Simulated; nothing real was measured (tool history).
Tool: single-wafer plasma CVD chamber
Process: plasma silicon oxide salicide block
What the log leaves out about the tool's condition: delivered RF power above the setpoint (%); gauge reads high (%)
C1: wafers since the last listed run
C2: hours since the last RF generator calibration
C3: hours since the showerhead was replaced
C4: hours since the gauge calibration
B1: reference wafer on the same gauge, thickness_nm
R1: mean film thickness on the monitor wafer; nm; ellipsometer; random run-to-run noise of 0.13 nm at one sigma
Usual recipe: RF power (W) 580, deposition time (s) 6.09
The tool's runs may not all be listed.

Run 1, hour 0.0: usual settings; C1 0; C2 665.6; C3 2822.2; C4 543.1; B1 65.189. Result: R1 58.734 nm.
Run 2, hour 24.5: usual settings but RF power (W) 495; C1 408; C2 690.1; C3 2846.7; C4 567.6; B1 65.170. Result: R1 57.174 nm.
Run 3, hour 42.2: usual settings but RF power (W) 495; C1 295; C2 707.8; C3 2864.4; C4 585.3; B1 65.120. Result: R1 57.014 nm.
Run 4, hour 55.5: usual settings; C1 221; C2 721.1; C3 2877.7; C4 598.6; B1 65.094. Result: R1 58.777 nm.
Run 5, hour 77.1: usual settings; C1 360; C2 742.7; C3 2899.3; C4 620.2; B1 65.083. Result: R1 58.716 nm.
Run 6, hour 102.8: usual settings; C1 428; C2 768.4; C3 2925.0; C4 645.9; B1 65.055. Result: R1 58.414 nm.
Run 7, hour 124.8: usual settings but RF power (W) 525; C1 366; C2 790.4; C3 2947.0; C4 667.9; B1 65.045. Result: R1 57.423 nm.
Run 8, hour 149.3: usual settings but RF power (W) 525; C1 408; C2 814.9; C3 2971.5; C4 692.4; B1 65.002. Result: R1 57.643 nm.
Run 9, hour 180.0: usual settings but RF power (W) 525; C1 511; C2 845.6; C3 3002.2; C4 723.1; B1 65.015. Result: R1 57.445 nm.
Run 10, hour 204.1: usual settings but deposition time (s) 5.82; C1 401; C2 869.7; C3 3026.3; C4 747.2; B1 64.950. Result: R1 55.869 nm.
Run 11, hour 229.1: usual settings but RF power (W) 530; C1 416; C2 894.7; C3 3051.3; C4 772.2; B1 64.957. Result: R1 57.845 nm.
Run 12, hour 246.9: usual settings but RF power (W) 530; C1 296; C2 912.5; C3 3069.1; C4 790.0; B1 64.932. Result: R1 57.743 nm.
Run 13, hour 278.5: usual settings; C1 526; C2 944.1; C3 3100.7; C4 821.6; B1 64.896. Result: R1 58.680 nm.
Run 14, hour 313.3: usual settings; C1 580; C2 978.9; C3 3135.5; C4 856.4; B1 64.888. Result: R1 58.543 nm.
Run 15, hour 354.3: usual settings but RF power (W) 535; C1 683; C2 1019.9; C3 3176.5; C4 897.4; B1 64.870. Result: R1 57.836 nm.
Run 16, hour 372.4: usual settings but RF power (W) 535; C1 301; C2 1038.0; C3 3194.6; C4 915.5; B1 64.856. Result: R1 57.756 nm.
Run 17, hour 390.2: usual settings but RF power (W) 535; C1 296; C2 1055.8; C3 3212.4; C4 933.3; B1 64.832. Result: R1 57.756 nm.
At hour 410.0: RF generator calibrated.
Run 18, hour 410.5: usual settings; C1 205; C2 0.5; C3 3232.7; C4 953.6; B1 64.834. Result: R1 58.669 nm.
Run 19, hour 426.6: usual settings; C1 268; C2 16.6; C3 3248.8; C4 969.7; B1 64.828. Result: R1 58.430 nm.
Run 20, hour 452.7: usual settings; C1 435; C2 42.7; C3 3274.9; C4 995.8; B1 64.796. Result: R1 58.443 nm.
Run 21, hour 480.0: usual settings; C1 455; C2 70.0; C3 3302.2; C4 1023.1; B1 64.777. Result: R1 58.738 nm.
Run 22, hour 507.9: usual settings; C1 465; C2 97.9; C3 3330.1; C4 1051.0; B1 64.737. Result: R1 58.540 nm.
Run 23, hour 521.5: usual settings but RF power (W) 615; C1 226; C2 111.5; C3 3343.7; C4 1064.6; B1 64.758. Result: R1 59.224 nm.
Run 24, hour 555.1: usual settings but RF power (W) 675, deposition time (s) 5.08; C1 560; C2 145.1; C3 3377.3; C4 1098.2; B1 64.739. Result: R1 50.251 nm.
Run 25, hour 584.8: usual settings but RF power (W) 535, deposition time (s) 6.40; C1 495; C2 174.8; C3 3407.0; C4 1127.9; B1 64.747. Result: R1 60.439 nm.
Run 26, hour 607.4: usual settings but RF power (W) 635, deposition time (s) 5.72; C1 376; C2 197.4; C3 3429.6; C4 1150.5; B1 64.709. Result: R1 56.096 nm.
Run 27, hour 631.8: usual settings but RF power (W) 500, deposition time (s) 5.62; C1 406; C2 221.8; C3 3454.0; C4 1174.9; B1 64.722. Result: R1 52.484 nm.
Run 28, hour 666.0: usual settings but RF power (W) 635, deposition time (s) 7.00; C1 570; C2 256.0; C3 3488.2; C4 1209.1; B1 64.718. Result: R1 68.310 nm.
Run 29, hour 694.2: usual settings but RF power (W) 615, deposition time (s) 5.05; C1 470; C2 284.2; C3 3516.4; C4 1237.3; B1 64.685. Result: R1 48.892 nm.
Run 30, hour 720.8: usual settings; C1 443; C2 310.8; C3 3543.0; C4 1263.9; B1 64.698. Result: R1 58.269 nm.
Run 31, hour 747.2: usual settings but RF power (W) 530, deposition time (s) 5.19; C1 440; C2 337.2; C3 3569.4; C4 1290.3; B1 64.655. Result: R1 48.696 nm.
Run 32, hour 759.3: usual settings but RF power (W) 520, deposition time (s) 5.10; C1 201; C2 349.3; C3 3581.5; C4 1302.4; B1 64.688. Result: R1 47.960 nm.
Run 33, hour 793.0: usual settings but RF power (W) 495, deposition time (s) 5.42; C1 561; C2 383.0; C3 3615.2; C4 1336.1; B1 64.646. Result: R1 50.431 nm.
Run 34, hour 821.8: usual settings but deposition time (s) 5.32; C1 480; C2 411.8; C3 3644.0; C4 1364.9; B1 64.648. Result: R1 50.973 nm.
Run 35, hour 854.8: usual settings but RF power (W) 690, deposition time (s) 6.99; C1 550; C2 444.8; C3 3677.0; C4 1397.9; B1 64.621. Result: R1 69.055 nm.
Run 36, hour 868.6: usual settings but RF power (W) 550, deposition time (s) 7.22; C1 230; C2 458.6; C3 3690.8; C4 1411.7; B1 64.651. Result: R1 68.817 nm.
Run 37, hour 898.3: usual settings but RF power (W) 630, deposition time (s) 7.26; C1 495; C2 488.3; C3 3720.5; C4 1441.4; B1 64.623. Result: R1 70.627 nm.
Run 38, hour 921.2: usual settings; C1 381; C2 511.2; C3 3743.4; C4 1464.3; B1 64.613. Result: R1 58.279 nm.
At hour 947.0: gauge calibrated.
Run 39, hour 956.2: usual settings but deposition time (s) 5.57; C1 583; C2 546.2; C3 3778.4; C4 9.2; B1 66.223. Result: R1 54.531 nm.
At hour 976.4: showerhead replaced.
Run 40, hour 990.1: usual settings; C1 431; C2 580.1; C3 13.7; C4 43.1; B1 66.096. Result: R1 59.689 nm.
Run 41, hour 1011.9: usual settings but RF power (W) 535, deposition time (s) 5.50; C1 363; C2 601.9; C3 35.5; C4 64.9; B1 66.065. Result: R1 52.896 nm.
Run 42, hour 1040.5: usual settings but RF power (W) 625, deposition time (s) 5.46; C1 476; C2 630.5; C3 64.1; C4 93.5; B1 65.952. Result: R1 54.117 nm.
Run 43, hour 1139.7: usual settings; C1 1653; C2 729.7; C3 163.3; C4 192.7; B1 65.687. Result: R1 59.518 nm.
Run 44, hour 1155.2: usual settings but RF power (W) 665; C1 258; C2 745.2; C3 178.8; C4 208.2; B1 65.648. Result: R1 60.965 nm.
Run 45, hour 1256.4: usual settings but deposition time (s) 5.27; C1 1687; C2 846.4; C3 280.0; C4 309.4; B1 65.421. Result: R1 51.235 nm.

Some steps in R1, run to run, broken into two amounts with sign: the step expected even without the hidden condition (settings, incoming material, random variation), and the rest, left for the hidden condition together with whatever gauge scatter is not in both the measured and the hidden-condition-free result:
Run 27 -> 28: RF power (W) 500 -> 635, deposition time (s) 5.62 -> 7.00. R1 +15.826 nm: hidden state -0.426, all else +16.252.
Run 28 -> 29: RF power (W) 635 -> 615, deposition time (s) 7.00 -> 5.05. R1 -19.418 nm: hidden state +0.501, all else -19.919.
Run 34 -> 35: RF power (W) 580 -> 690, deposition time (s) 5.32 -> 6.99. R1 +18.082 nm: hidden state -0.498, all else +18.580.
Run 38 -> 39: deposition time (s) 6.09 -> 5.57, gauge calibrated. R1 -3.748 nm: hidden state +1.462, all else -5.210.
